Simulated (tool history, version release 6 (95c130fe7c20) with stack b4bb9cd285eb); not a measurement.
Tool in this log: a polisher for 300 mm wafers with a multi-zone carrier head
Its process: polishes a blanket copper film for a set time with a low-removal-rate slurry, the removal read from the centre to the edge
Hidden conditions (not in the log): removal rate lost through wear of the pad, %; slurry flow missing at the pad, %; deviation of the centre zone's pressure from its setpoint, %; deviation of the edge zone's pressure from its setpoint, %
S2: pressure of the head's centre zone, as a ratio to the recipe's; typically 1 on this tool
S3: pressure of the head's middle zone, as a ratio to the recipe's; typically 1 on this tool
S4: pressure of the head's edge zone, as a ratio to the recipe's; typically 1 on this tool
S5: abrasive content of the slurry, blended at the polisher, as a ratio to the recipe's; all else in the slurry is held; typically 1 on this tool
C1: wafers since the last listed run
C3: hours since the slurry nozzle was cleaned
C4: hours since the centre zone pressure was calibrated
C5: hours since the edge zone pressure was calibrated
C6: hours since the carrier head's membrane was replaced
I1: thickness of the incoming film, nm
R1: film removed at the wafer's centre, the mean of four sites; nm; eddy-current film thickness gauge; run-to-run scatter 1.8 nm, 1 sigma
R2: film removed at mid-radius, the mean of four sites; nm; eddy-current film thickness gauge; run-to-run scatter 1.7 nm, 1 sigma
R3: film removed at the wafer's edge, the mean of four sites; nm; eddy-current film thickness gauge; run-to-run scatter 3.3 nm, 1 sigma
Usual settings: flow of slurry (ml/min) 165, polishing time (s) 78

Run 1, hour 0: usual settings; C1 0; wafers polished on this pad 1198; C3 443.1; C4 243.9; C5 846.3; C6 315.9; I1 1558.8. Result: R1 253.7 nm, R2 259.7 nm, R3 250 nm.
Run 2, hour 68.2: usual settings; C1 720; wafers polished on this pad 1918; C3 511.3; C4 312.1; C5 914.5; C6 384.1; I1 1540.4. Result: R1 249.5 nm, R2 260.4 nm, R3 244.7 nm.
At hour 128.4: edge zone pressure recalibrated.
Run 3, hour 140.7: usual settings; C1 744; wafers polished on this pad 2663; C3 583.8; C4 384.6; C5 12.3; C6 456.6; I1 1572.3. Result: R1 248.2 nm, R2 254.8 nm, R3 243.2 nm.
At hour 179.7: worn pad replaced by a new one.
Run 4, hour 193.3: usual settings; C1 513; wafers polished on this pad 143; C3 636.4; C4 437.2; C5 64.9; C6 509.2; I1 1587.2. Result: R1 257.1 nm, R2 261.6 nm, R3 246.3 nm.
Run 5, hour 253.1: usual settings but flow of slurry (ml/min) 150; C1 631; wafers polished on this pad 774; C3 696.2; C4 497; C5 124.7; C6 569; I1 1591.7. Result: R1 248.3 nm, R2 256.9 nm, R3 250.4 nm.
Run 6, hour 335.2: usual settings; C1 867; wafers polished on this pad 1641; C3 778.3; C4 579.1; C5 206.8; C6 651.1; I1 1579.9. Result: R1 248 nm, R2 259.2 nm, R3 246 nm.
Run 7, hour 415.9: usual settings; C1 852; wafers polished on this pad 2494; C3 859; C4 659.8; C5 287.5; C6 731.8; I1 1578.5. Result: R1 248.5 nm, R2 254 nm, R3 239.9 nm.
At hour 433.6: worn pad replaced by a new one.
At hour 472: slurry nozzle cleaned.
Run 8, hour 479: usual settings; C1 613; wafers polished on this pad 468; C3 7; C4 722.9; C5 350.6; C6 794.9; I1 1570.2. Result: R1 255 nm, R2 259.2 nm, R3 248.4 nm.
At hour 484.7: centre zone pressure recalibrated.
Run 9, hour 526.4: usual settings but S2 0.96; C1 479; wafers polished on this pad 947; C3 54.4; C4 41.7; C5 398; C6 842.3; I1 1565.5. Result: R1 243.6 nm, R2 257.9 nm, R3 253.3 nm.
Run 10, hour 574.7: usual settings but flow of slurry (ml/min) 210; C1 510; wafers polished on this pad 1457; C3 102.7; C4 90; C5 446.3; C6 890.6; I1 1584.3. Result: R1 257.4 nm, R2 261.7 nm, R3 251.1 nm.
Run 11, hour 681.5: usual settings but S2 0.9, S4 0.93; C1 1127; wafers polished on this pad 2585; C3 209.5; C4 196.8; C5 553.1; C6 997.4; I1 1581.2. Result: R1 221.8 nm, R2 256.4 nm, R3 238.5 nm.
At hour 729: worn pad replaced by a new one.
Run 12, hour 739.2: usual settings but flow of slurry (ml/min) 150, S3 0.89, S4 0.9; C1 567; wafers polished on this pad 107; C3 267.2; C4 254.5; C5 610.8; C6 1055.1; I1 1552.9. Result: R1 255.9 nm, R2 239.7 nm, R3 241.9 nm.
Run 13, hour 825.1: usual settings but flow of slurry (ml/min) 190, S3 0.91; C1 907; wafers polished on this pad 1015; C3 353.1; C4 340.4; C5 696.7; C6 1141; I1 1547.9. Result: R1 256.6 nm, R2 241.2 nm, R3 249.3 nm.
Run 14, hour 907.5: usual settings but S4 0.91, S5 1.15; C1 870; wafers polished on this pad 1885; C3 435.5; C4 422.8; C5 779.1; C6 1223.4; I1 1579.8. Result: R1 258.1 nm, R2 260.4 nm, R3 242.6 nm.
At hour 916.8: carrier head's membrane replaced by a new one.
At hour 981.1: worn pad replaced by a new one.
Run 15, hour 984.4: usual settings; C1 717; wafers polished on this pad 34; C3 512.4; C4 499.7; C5 856; C6 67.6; I1 1571. Result: R1 256.7 nm, R2 263.9 nm, R3 262.4 nm.
At hour 1011.9: edge zone pressure recalibrated.
Run 16, hour 1052.8: usual settings; C1 701; wafers polished on this pad 735; C3 580.8; C4 568.1; C5 40.9; C6 136; I1 1600.2. Result: R1 254 nm, R2 260.2 nm, R3 252.1 nm.
Run 17, hour 1156.9: usual settings but S3 0.89, S4 0.97, S5 0.8, polishing time (s) 94; C1 1099; wafers polished on this pad 1835; C3 684.9; C4 672.2; C5 145; C6 240.1; I1 1577.9. Result: R1 290.9 nm, R2 269.7 nm, R3 289.4 nm.
At hour 1201.6: centre zone pressure recalibrated.
At hour 1244.9: worn pad replaced by a new one.
At hour 1248.4: slurry nozzle cleaned.
Run 18, hour 1248.9: usual settings but S2 0.89, S3 1.07, S5 0.8, polishing time (s) 85; C1 897; wafers polished on this pad 31; C3 0.5; C4 47.3; C5 237; C6 332.1; I1 1586.7. Result: R1 243.3 nm, R2 297.2 nm, R3 272.8 nm.
Run 19, hour 1299.2: usual settings; C1 531; wafers polished on this pad 562; C3 50.8; C4 97.6; C5 287.3; C6 382.4; I1 1558.5. Result: R1 251.9 nm, R2 259.8 nm, R3 253.7 nm.
Run 20, hour 1403.6: usual settings but flow of slurry (ml/min) 110, S2 1.03, polishing time (s) 55; C1 1102; wafers polished on this pad 1665; C3 155.2; C4 202; C5 391.7; C6 486.8; I1 1560. Result: R1 172.8 nm, R2 171.9 nm, R3 168.1 nm.

Alternative continuations, all from the tool just after run 20; predict every row:
Run A, hour 1404: usual settings; C1 4; wafers polished on this pad 1669; C3 155.6; C4 202.4; C5 392.1; C6 487.2; I1 1570.9. Result: R1 ?, R2 ?, R3 ?.
Run B, hour 1404: usual settings but polishing time (s) 64; C1 4; wafers polished on this pad 1669; C3 155.6; C4 202.4; C5 392.1; C6 487.2; I1 1570.9. Result: R1 ?, R2 ?, R3 ?.
Run C, hour 1404: usual settings but S5 0.9; C1 4; wafers polished on this pad 1669; C3 155.6; C4 202.4; C5 392.1; C6 487.2; I1 1570.9. Result: R1 ?, R2 ?, R3 ?.
Run D, hour 1404: usual settings but flow of slurry (ml/min) 145, S2 1.11, S3 0.88, S5 0.9; C1 4; wafers polished on this pad 1669; C3 155.6; C4 202.4; C5 392.1; C6 487.2; I1 1570.9. Result: R1 ?, R2 ?, R3 ?.
Run E, hour 1404: usual settings but flow of slurry (ml/min) 140, S2 1.09; C1 4; wafers polished on this pad 1669; C3 155.6; C4 202.4; C5 392.1; C6 487.2; I1 1570.9. Result: R1 ?, R2 ?, R3 ?.

run     R1     R2     R3
  A    247  257.7  250.1
  B  202.6  211.4  205.2
  C  243.5  254.1  246.6
  D  266.1  225.1  244.6
  E  264.2  253.1    247
Had the tool no hidden state, the same runs would have come out as:
run     R1     R2     R3
  A  255.3  266.4  258.6
  B  209.5  218.6  212.1
  C  251.7  262.7  254.9
  D  275.2  232.7  252.8
  E  273.1  261.7  255.3
